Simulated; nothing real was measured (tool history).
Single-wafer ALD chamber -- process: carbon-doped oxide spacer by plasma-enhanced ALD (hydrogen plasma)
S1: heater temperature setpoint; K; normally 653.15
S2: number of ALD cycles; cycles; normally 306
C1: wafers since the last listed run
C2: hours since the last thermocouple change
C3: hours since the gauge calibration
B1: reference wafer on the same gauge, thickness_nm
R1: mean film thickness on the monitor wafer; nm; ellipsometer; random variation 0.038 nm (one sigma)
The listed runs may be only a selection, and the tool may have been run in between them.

| run | day | S1 | S2 | C1 | C2 | C3 | B1 | R1 |
|---|---|---|---|---|---|---|---|---|
| 1 | 0.000 | 653.15 | 306 | 0 | 1700.6 | 282.9 | 14.831 | 15.192 |
| 2 | 0.417 | 653.15 | 306 | 14 | 1710.6 | 292.9 | 14.840 | 15.210 |
| 3 | 0.775 | 653.15 | 306 | 12 | 1719.2 | 301.5 | 14.817 | 15.126 |
| 4 | 1.146 | 653.15 | 306 | 12 | 1728.1 | 310.4 | 14.816 | 15.219 |
| 5 | 2.321 | 653.15 | 306 | 40 | 1756.3 | 338.6 | 14.795 | 15.173 |
| 6 | 4.333 | 653.15 | 306 | 68 | 1804.6 | 386.9 | 14.767 | 15.166 |
| 7 | 5.679 | 653.15 | 306 | 46 | 1836.9 | 419.2 | 14.764 | 15.157 |
| 8 | 6.388 | 653.15 | 306 | 24 | 1853.9 | 436.2 | 14.749 | 15.103 |
| 9 | 6.904 | 650.15 | 277 | 17 | 1866.3 | 448.6 | 14.725 | 13.719 |
| 10 | 7.192 | 650.15 | 277 | 9 | 1873.2 | 455.5 | 14.736 | 13.688 |
| 11 | 7.654 | 653.15 | 306 | 15 | 1884.3 | 466.6 | 14.729 | 15.114 |
| 12 | 8.142 | 653.15 | 306 | 16 | 1896.0 | 478.3 | 14.709 | 15.127 |
| 13 | 8.800 | 653.15 | 306 | 22 | 1911.8 | 494.1 | 14.714 | 15.166 |
| 14 | 9.367 | 653.15 | 306 | 19 | 1925.4 | 507.7 | 14.707 | 15.071 |
| 15 | 9.754 | 653.15 | 306 | 13 | 1934.7 | 517.0 | 14.684 | 15.047 |
| 16 | 10.362 | 653.15 | 306 | 20 | 1949.3 | 531.6 | 14.685 | 15.057 |
| 17 | 10.775 | 661.15 | 306 | 14 | 1959.2 | 541.5 | 14.664 | 15.084 |
| 18 | 11.121 | 661.15 | 306 | 11 | 1967.5 | 549.8 | 14.664 | 15.095 |
| 19 | 11.450 | 653.15 | 324 | 11 | 1975.4 | 557.7 | 14.662 | 15.978 |
| 20 | 11.750 | 653.15 | 324 | 10 | 1982.6 | 564.9 | 14.672 | 15.879 |
|  | 12.267 | thermocouple changed; heater temperature recalibrated |
| 21 | 12.288 | 653.15 | 324 | 6 | 0.5 | 577.8 | 14.657 | 15.852 |
| 22 | 12.467 | 653.15 | 272 | 6 | 4.8 | 582.1 | 14.645 | 13.393 |
| 23 | 13.008 | 667.15 | 306 | 18 | 17.8 | 595.1 | 14.645 | 14.968 |
| 24 | 13.529 | 650.15 | 277 | 17 | 30.3 | 607.6 | 14.634 | 13.602 |
| 25 | 14.038 | 653.15 | 282 | 17 | 42.5 | 619.8 | 14.627 | 13.831 |
| 26 | 14.375 | 653.15 | 306 | 11 | 50.6 | 627.9 | 14.633 | 14.998 |
| 27 | 14.629 | 653.15 | 306 | 8 | 56.7 | 634.0 | 14.627 | 15.031 |
| 28 | 16.175 | 664.15 | 338 | 52 | 93.8 | 671.1 | 14.605 | 16.502 |
| 29 | 16.696 | 650.15 | 277 | 17 | 106.3 | 683.6 | 14.604 | 13.648 |
|  | 17.025 | gauge calibrated |
| 30 | 17.054 | 645.15 | 364 | 12 | 114.9 | 0.7 | 14.949 | 18.299 |
| 31 | 17.596 | 653.15 | 306 | 18 | 127.9 | 13.7 | 14.929 | 15.287 |
| 32 | 18.050 | 643.15 | 279 | 15 | 138.8 | 24.6 | 14.928 | 13.914 |
| 33 | 18.775 | 653.15 | 273 | 24 | 156.2 | 42.0 | 14.926 | 13.630 |
| 34 | 19.279 | 640.15 | 306 | 17 | 168.3 | 54.1 | 14.905 | 15.321 |
| 35 | 19.808 | 666.15 | 252 | 18 | 181.0 | 66.8 | 14.898 | 12.548 |
| 36 | 20.450 | 653.15 | 356 | 21 | 196.4 | 82.2 | 14.902 | 17.797 |
| 37 | 20.717 | 653.15 | 336 | 9 | 202.8 | 88.6 | 14.882 | 16.765 |
| 38 | 21.079 | 662.15 | 306 | 12 | 211.5 | 97.3 | 14.879 | 15.327 |
| 39 | 21.721 | 662.15 | 274 | 21 | 226.9 | 112.7 | 14.875 | 13.641 |
| 40 | 22.092 | 645.15 | 362 | 12 | 235.8 | 121.6 | 14.879 | 18.065 |
| 41 | 22.404 | 641.15 | 366 | 10 | 243.3 | 129.1 | 14.870 | 18.267 |
| 42 | 23.121 | 643.15 | 330 | 24 | 260.5 | 146.3 | 14.852 | 16.435 |
| 43 | 23.721 | 653.15 | 306 | 20 | 274.9 | 160.7 | 14.838 | 15.252 |
| 44 | 24.062 | 648.15 | 306 | 11 | 283.1 | 168.9 | 14.834 | 15.162 |
| 45 | 24.788 | 653.15 | 306 | 24 | 300.5 | 186.3 | 14.834 | 15.176 |

Each row is a separate what-if for the run after 45, all from the same tool condition, not one after another. Results?
| A | 24.825 | 653.15 | 306 | 1 | 301.4 | 187.2 | ? | ? |
| B | 24.825 | 666.15 | 273 | 1 | 301.4 | 187.2 | ? | ? |
| C | 24.825 | 663.15 | 306 | 1 | 301.4 | 187.2 | ? | ? |
| D | 24.825 | 667.15 | 339 | 1 | 301.4 | 187.2 | ? | ? |

| run | B1 | R1 |
|---|---|---|
| A | 14.824 | 15.245 |
| B | 14.824 | 13.601 |
| C | 14.824 | 15.245 |
| D | 14.824 | 16.890 |
The same runs, with their run-to-run variation unchanged, on a tool lacking any hidden condition would have given:
| run | R1 |
|---|---|
| A | 15.417 |
| B | 13.755 |
| C | 15.417 |
| D | 17.080 |
